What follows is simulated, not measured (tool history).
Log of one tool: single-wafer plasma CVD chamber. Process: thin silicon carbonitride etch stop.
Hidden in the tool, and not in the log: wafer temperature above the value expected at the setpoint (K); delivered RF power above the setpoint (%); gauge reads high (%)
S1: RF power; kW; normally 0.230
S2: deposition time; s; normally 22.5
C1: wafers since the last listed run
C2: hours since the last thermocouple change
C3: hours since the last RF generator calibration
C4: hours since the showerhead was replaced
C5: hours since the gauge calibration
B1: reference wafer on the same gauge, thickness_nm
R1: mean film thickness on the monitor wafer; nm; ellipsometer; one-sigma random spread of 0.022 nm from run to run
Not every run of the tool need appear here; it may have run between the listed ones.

run   hour     S1    S2    C1      C2      C3      C4     C5      B1      R1
  1    0.0  0.230  22.5     0  1085.4  2340.5  5724.7  123.5  14.048  14.505
  2   16.6  0.230  22.5   641  1102.0  2357.1  5741.3  140.1  14.069  14.464
      22.8  -- gauge calibrated
  3   29.0  0.230  23.4   479  1114.4  2369.5  5753.7    6.2  14.002  14.984
  4   44.9  0.230  23.4   614  1130.3  2385.4  5769.6   22.1  14.007  15.000
  5   61.8  0.230  23.4   653  1147.2  2402.3  5786.5   39.0  14.007  15.000
  6   74.1  0.230  24.6   475  1159.5  2414.6  5798.8   51.3  14.005  15.781
     107.6  -- showerhead replaced
     109.9  -- thermocouple changed; heater temperature recalibrated
  7  110.4  0.230  24.6  1004     0.5  2450.9     2.8   87.6  14.033  15.773
  8  117.2  0.230  24.6   262     7.3  2457.7     9.6   94.4  14.031  15.791
  9  127.5  0.260  22.5   398    17.6  2468.0    19.9  104.7  14.036  15.097
 10  140.7  0.260  22.5   510    30.8  2481.2    33.1  117.9  14.051  15.091
 11  154.1  0.230  22.5   517    44.2  2494.6    46.5  131.3  14.061  14.466
     168.6  -- RF generator calibrated
 12  169.5  0.230  20.5   286    59.6     0.9    61.9  146.7  14.068  13.234
     176.9  -- gauge calibrated
 13  187.2  0.245  24.5   684    77.3    18.6    79.6   10.3  14.005  16.029
 14  194.0  0.245  18.9   262    84.1    25.4    86.4   17.1  14.006  12.376
 15  205.9  0.230  22.5   459    96.0    37.3    98.3   29.0  14.011  14.419
 16  223.8  0.230  21.0   691   113.9    55.2   116.2   46.9  14.014  13.500

What will run 17 give?
 17  240.8  0.260  24.1  657  130.9  72.2  133.2  63.9   ?   ?

Run 17 came out at B1 14.013, R1 16.104 nm.
Take away the tool's hidden state, keep the run-to-run variation as it was, and the same run would have given R1 16.083 nm.
